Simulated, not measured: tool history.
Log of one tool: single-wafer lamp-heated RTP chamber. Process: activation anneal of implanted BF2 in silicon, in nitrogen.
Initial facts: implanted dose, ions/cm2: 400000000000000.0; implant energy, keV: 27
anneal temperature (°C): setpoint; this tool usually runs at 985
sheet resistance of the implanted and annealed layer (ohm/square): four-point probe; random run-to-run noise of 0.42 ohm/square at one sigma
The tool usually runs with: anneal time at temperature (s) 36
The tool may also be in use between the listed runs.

run,hour,anneal temperature (°C),anneal time at temperature (s),"read-back reference wafer on the same gauge, sheet resistance",sheet resistance of the implanted and annealed layer (ohm/square)
1,0,985,36,307.09,281.46
2,12.9,985,36,307.19,280.84
3,28.6,985,36,307.21,281.25
4,39.5,985,52,306.82,278.74
5,51.3,985,52,306.83,278.83
6,62.1,985,36,306.93,280.18
7,72.3,971,36,307.04,284.62
# hour 92.3: reflector plate cleaned
8,92.8,971,36,306.97,284.06
9,100.4,985,36,307.25,279.71
10,108.5,985,36,307.04,279.27
# hour 110.3: gauge calibrated
# hour 130.2: pyrometer window cleaned and pyrometer calibrated
11,130.7,977,36,306.87,283.4
12,132.1,985,26,307.05,282.4
13,147.8,985,36,306.99,281.12
14,158.2,985,54,307.24,278.9
15,176,975,36,307.14,283.97
16,190.4,975,36,307.05,283.11
17,198.1,1008,36,306.88,275.52
18,216.1,970,52,307.05,283.18
19,225.5,956,19,307.25,303.52
20,231.7,970,36,307.13,284.98

3 ways to go on from here, each from the tool as it stands after run 20. What would each give?
A,232.1,985,36,?,?
B,232.1,994,46,?,?
C,232.1,1014,16,?,?

run,"read-back reference wafer on the same gauge, sheet resistance",sheet resistance of the implanted and annealed layer (ohm/square)
A,306.92,280.01
B,306.92,276.69
C,306.92,278.53
Had the tool no hidden state, the same runs would have come out as:
run,sheet resistance of the implanted and annealed layer (ohm/square)
A,281.22
B,277.65
C,278.91
